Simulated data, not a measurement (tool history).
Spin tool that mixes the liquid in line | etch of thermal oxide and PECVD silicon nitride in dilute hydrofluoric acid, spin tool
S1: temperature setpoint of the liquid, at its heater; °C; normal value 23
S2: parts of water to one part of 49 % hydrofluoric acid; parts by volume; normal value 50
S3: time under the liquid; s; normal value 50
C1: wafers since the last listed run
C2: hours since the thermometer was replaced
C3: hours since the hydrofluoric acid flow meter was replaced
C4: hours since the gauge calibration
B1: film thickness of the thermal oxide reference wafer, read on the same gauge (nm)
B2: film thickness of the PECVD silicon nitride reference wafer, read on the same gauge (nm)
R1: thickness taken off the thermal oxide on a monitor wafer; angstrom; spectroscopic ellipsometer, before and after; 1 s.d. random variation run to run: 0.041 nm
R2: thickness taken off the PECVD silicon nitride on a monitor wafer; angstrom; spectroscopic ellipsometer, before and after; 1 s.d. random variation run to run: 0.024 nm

{"run": 1, "day": 0.0, "S1": 25, "S2": 50, "S3": 50, "C1": 0, "C2": 2139, "C3": 363.9, "C4": 639.5, "B1": 140.032, "B2": 130.008, "R1": 51.66, "R2": 27.48}
{"run": 2, "day": 1.633, "S1": 25, "S2": 50, "S3": 50, "C1": 519, "C2": 2178.2, "C3": 403.1, "C4": 678.7, "B1": 139.998, "B2": 130.001, "R1": 52.23, "R2": 27.04}
{"run": 3, "day": 4.329, "S1": 23, "S2": 40, "S3": 50, "C1": 856, "C2": 2242.9, "C3": 467.8, "C4": 743.4, "B1": 140.05, "B2": 129.975, "R1": 61.03, "R2": 29.5}
{"day": 6.258, "done": "thermometer replaced"}
{"run": 4, "day": 6.304, "S1": 23, "S2": 40, "S3": 50, "C1": 614, "C2": 1.1, "C3": 515.2, "C4": 790.8, "B1": 140.007, "B2": 129.999, "R1": 60.66, "R2": 29.58}
{"run": 5, "day": 9.271, "S1": 23, "S2": 50, "S3": 50, "C1": 942, "C2": 72.3, "C3": 586.4, "C4": 862, "B1": 139.956, "B2": 129.986, "R1": 47.01, "R2": 23.7}
{"run": 6, "day": 11.129, "S1": 23, "S2": 50, "S3": 50, "C1": 590, "C2": 116.9, "C3": 631, "C4": 906.6, "B1": 140.015, "B2": 129.992, "R1": 47.46, "R2": 23.93}
{"run": 7, "day": 13.112, "S1": 23, "S2": 50, "S3": 50, "C1": 630, "C2": 164.5, "C3": 678.6, "C4": 954.2, "B1": 140.013, "B2": 130.039, "R1": 48.37, "R2": 23.8}
{"run": 8, "day": 15.442, "S1": 26.5, "S2": 50, "S3": 20, "C1": 740, "C2": 220.4, "C3": 734.5, "C4": 1010.1, "B1": 139.933, "B2": 130.016, "R1": 21.77, "R2": 11.93}
{"run": 9, "day": 17.242, "S1": 23, "S2": 50, "S3": 50, "C1": 572, "C2": 263.6, "C3": 777.7, "C4": 1053.3, "B1": 140.037, "B2": 130.014, "R1": 47.54, "R2": 23.96}
{"run": 10, "day": 19.467, "S1": 25, "S2": 40, "S3": 50, "C1": 707, "C2": 317, "C3": 831.1, "C4": 1106.7, "B1": 140.005, "B2": 130.025, "R1": 65.05, "R2": 34.3}
{"run": 11, "day": 20.642, "S1": 23, "S2": 60, "S3": 60, "C1": 373, "C2": 345.2, "C3": 859.3, "C4": 1134.9, "B1": 140.053, "B2": 130.014, "R1": 47.44, "R2": 23.76}
{"day": 21.475, "done": "gauge calibrated"}
{"run": 12, "day": 22.933, "S1": 23, "S2": 50, "S3": 50, "C1": 728, "C2": 400.2, "C3": 914.3, "C4": 35, "B1": 140.039, "B2": 129.984, "R1": 46.6, "R2": 23.88}
{"run": 13, "day": 25.712, "S1": 27.5, "S2": 50, "S3": 30, "C1": 883, "C2": 466.9, "C3": 981, "C4": 101.7, "B1": 139.963, "B2": 129.988, "R1": 34.24, "R2": 19.28}
{"run": 14, "day": 26.796, "S1": 23, "S2": 50, "S3": 50, "C1": 344, "C2": 492.9, "C3": 1007, "C4": 127.7, "B1": 140.013, "B2": 129.987, "R1": 47.76, "R2": 23.5}
{"day": 27.5, "done": "hydrofluoric acid flow meter replaced"}
{"run": 15, "day": 28.338, "S1": 18.5, "S2": 30, "S3": 70, "C1": 476, "C2": 529.9, "C3": 20.1, "C4": 164.7, "B1": 140.028, "B2": 130.007, "R1": 93.86, "R2": 39.46}
{"run": 16, "day": 29.5, "S1": 23, "S2": 70, "S3": 40, "C1": 369, "C2": 557.8, "C3": 48, "C4": 192.6, "B1": 140.021, "B2": 129.988, "R1": 26.62, "R2": 13.67}
{"run": 17, "day": 30.762, "S1": 23, "S2": 50, "S3": 50, "C1": 401, "C2": 588.1, "C3": 78.3, "C4": 222.9, "B1": 139.975, "B2": 129.979, "R1": 47.5, "R2": 23.85}
{"run": 18, "day": 32.479, "S1": 20.5, "S2": 70, "S3": 75, "C1": 545, "C2": 629.3, "C3": 119.5, "C4": 264.1, "B1": 140.013, "B2": 129.986, "R1": 44.21, "R2": 21.73}
{"run": 19, "day": 33.571, "S1": 23, "S2": 50, "S3": 50, "C1": 346, "C2": 655.5, "C3": 145.7, "C4": 290.3, "B1": 140.021, "B2": 129.989, "R1": 47.61, "R2": 23.81}
{"run": 20, "day": 35.825, "S1": 23, "S2": 50, "S3": 50, "C1": 716, "C2": 709.6, "C3": 199.8, "C4": 344.4, "B1": 140.053, "B2": 129.972, "R1": 47.78, "R2": 23.81}
{"run": 21, "day": 38.521, "S1": 23, "S2": 50, "S3": 50, "C1": 856, "C2": 774.3, "C3": 264.5, "C4": 409.1, "B1": 139.965, "B2": 129.974, "R1": 47.87, "R2": 23.75}
{"run": 22, "day": 39.85, "S1": 23, "S2": 35, "S3": 60, "C1": 422, "C2": 806.2, "C3": 296.4, "C4": 441, "B1": 140.008, "B2": 130.029, "R1": 81.78, "R2": 40.22}
{"run": 23, "day": 42.6, "S1": 20.5, "S2": 35, "S3": 50, "C1": 874, "C2": 872.2, "C3": 362.4, "C4": 507, "B1": 139.989, "B2": 129.981, "R1": 61.88, "R2": 28.93}
{"run": 24, "day": 44.171, "S1": 21, "S2": 50, "S3": 50, "C1": 499, "C2": 909.9, "C3": 400.1, "C4": 544.7, "B1": 140.067, "B2": 129.975, "R1": 44.49, "R2": 20.75}
{"run": 25, "day": 45.588, "S1": 27, "S2": 50, "S3": 80, "C1": 450, "C2": 943.9, "C3": 434.1, "C4": 578.7, "B1": 139.985, "B2": 129.997, "R1": 88.68, "R2": 50.37}

Here are 5 independent what-if runs from the current tool condition. What would each one return?
{"run": "A", "day": 45.604, "S1": 23, "S2": 50, "S3": 30, "C1": 5, "C2": 944.3, "C3": 434.5, "C4": 579.1, "B1": "?", "B2": "?", "R1": "?", "R2": "?"}
{"run": "B", "day": 45.604, "S1": 23, "S2": 50, "S3": 65, "C1": 5, "C2": 944.3, "C3": 434.5, "C4": 579.1, "B1": "?", "B2": "?", "R1": "?", "R2": "?"}
{"run": "C", "day": 45.604, "S1": 23, "S2": 45, "S3": 50, "C1": 5, "C2": 944.3, "C3": 434.5, "C4": 579.1, "B1": "?", "B2": "?", "R1": "?", "R2": "?"}
{"run": "D", "day": 45.604, "S1": 27, "S2": 65, "S3": 50, "C1": 5, "C2": 944.3, "C3": 434.5, "C4": 579.1, "B1": "?", "B2": "?", "R1": "?", "R2": "?"}
{"run": "E", "day": 45.604, "S1": 23, "S2": 50, "S3": 35, "C1": 5, "C2": 944.3, "C3": 434.5, "C4": 579.1, "B1": "?", "B2": "?", "R1": "?", "R2": "?"}

run=A B1=140.013 B2=130.007 R1=28.26 R2=14.46
run=B B1=140.013 B2=130.007 R1=61.24 R2=31.32
run=C B1=140.013 B2=130.007 R1=52.68 R2=26.7
run=D B1=140.013 B2=130.007 R1=41.77 R2=24.31
run=E B1=140.013 B2=130.007 R1=32.97 R2=16.86
Had the tool no hidden state, the same runs would have come out as:
run=A R1=28.26 R2=14.46
run=B R1=61.24 R2=31.32
run=C R1=52.68 R2=26.7
run=D R1=41.77 R2=24.31
run=E R1=32.97 R2=16.86

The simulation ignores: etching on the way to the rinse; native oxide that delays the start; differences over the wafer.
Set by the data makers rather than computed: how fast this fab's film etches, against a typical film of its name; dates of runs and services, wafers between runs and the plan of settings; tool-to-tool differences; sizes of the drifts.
